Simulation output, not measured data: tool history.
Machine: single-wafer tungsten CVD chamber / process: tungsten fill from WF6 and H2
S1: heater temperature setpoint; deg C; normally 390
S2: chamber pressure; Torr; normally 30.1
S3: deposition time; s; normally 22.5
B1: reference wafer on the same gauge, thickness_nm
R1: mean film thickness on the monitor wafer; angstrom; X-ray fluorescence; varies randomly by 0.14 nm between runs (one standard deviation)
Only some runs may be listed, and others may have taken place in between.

run 1 day=0 | S1=390 S2=30.1 S3=22.5 | B1=43.004 | R1=522.88
run 2 day=0.35 | S1=390 S2=30.1 S3=22.5 | B1=42.973 | R1=527.34
run 3 day=0.883 | S1=390 S2=30.1 S3=22.5 | B1=42.997 | R1=526.65
run 4 day=1.262 | S1=390 S2=30.1 S3=22.5 | B1=42.982 | R1=526.12
run 5 day=1.592 | S1=390 S2=30.1 S3=22.5 | B1=42.989 | R1=524.58
run 6 day=2.046 | S1=390 S2=30.1 S3=22.5 | B1=43.001 | R1=528.51
run 7 day=4.096 | S1=390 S2=30.1 S3=22.5 | B1=43.006 | R1=533.26
run 8 day=4.467 | S1=390 S2=30.1 S3=22.5 | B1=42.982 | R1=533.17
-- day=4.912 capacitance manometer re-zeroed and calibrated
run 9 day=5.054 | S1=390 S2=30.1 S3=22.5 | B1=42.999 | R1=534.35
run 10 day=5.571 | S1=390 S2=30.1 S3=22.5 | B1=43.035 | R1=534.01
run 11 day=6.762 | S1=390 S2=28.5 S3=22.5 | B1=42.993 | R1=524.19
run 12 day=7.1 | S1=390 S2=30.1 S3=22.5 | B1=43.002 | R1=538.49
run 13 day=7.533 | S1=390 S2=23.4 S3=18.7 | B1=43.007 | R1=405.26
-- day=8.096 showerhead replaced, of another model than before
run 14 day=8.117 | S1=390 S2=30.1 S3=22.5 | B1=42.984 | R1=537.55
-- day=8.433 gauge calibrated
run 15 day=8.504 | S1=390 S2=30.1 S3=22.5 | B1=42.994 | R1=538.46
run 16 day=9.125 | S1=378 S2=36 S3=24.4 | B1=43.01 | R1=484.68
-- day=9.562 thermocouple changed; heater temperature recalibrated
run 17 day=9.638 | S1=390 S2=30.1 S3=22.5 | B1=42.979 | R1=504.77
run 18 day=10.342 | S1=380 S2=36.2 S3=20.6 | B1=43.008 | R1=395.93
run 19 day=10.95 | S1=396 S2=32.3 S3=22.5 | B1=42.962 | R1=575.81
run 20 day=11.3 | S1=378 S2=25.3 S3=20.7 | B1=43.032 | R1=351.69
run 21 day=11.712 | S1=381 S2=35.9 S3=25 | B1=43.009 | R1=486.31
run 22 day=12.625 | S1=390 S2=26.3 S3=24.4 | B1=42.983 | R1=532.11
run 23 day=12.888 | S1=397 S2=24.1 S3=22.5 | B1=42.972 | R1=552.82

Branching from run 23: 4 alternative next runs. What would each branch give?
run A day=12.904 | S1=390 S2=30.1 S3=22.5 | B1=? | R1=?
run B day=12.904 | S1=390 S2=30.1 S3=25.6 | B1=? | R1=?
run C day=12.904 | S1=377 S2=30.1 S3=22.5 | B1=? | R1=?
run D day=12.904 | S1=376 S2=34.6 S3=24 | B1=? | R1=?

run=A B1=43.018 R1=506.8
run=B B1=43.018 R1=576.94
run=C B1=43.018 R1=388.79
run=D B1=43.018 R1=419.98
The same runs, with their run-to-run variation unchanged, on a tool lacking any hidden condition would have given:
run=A R1=503.4
run=B R1=573.08
run=C R1=385.98
run=D R1=416.94
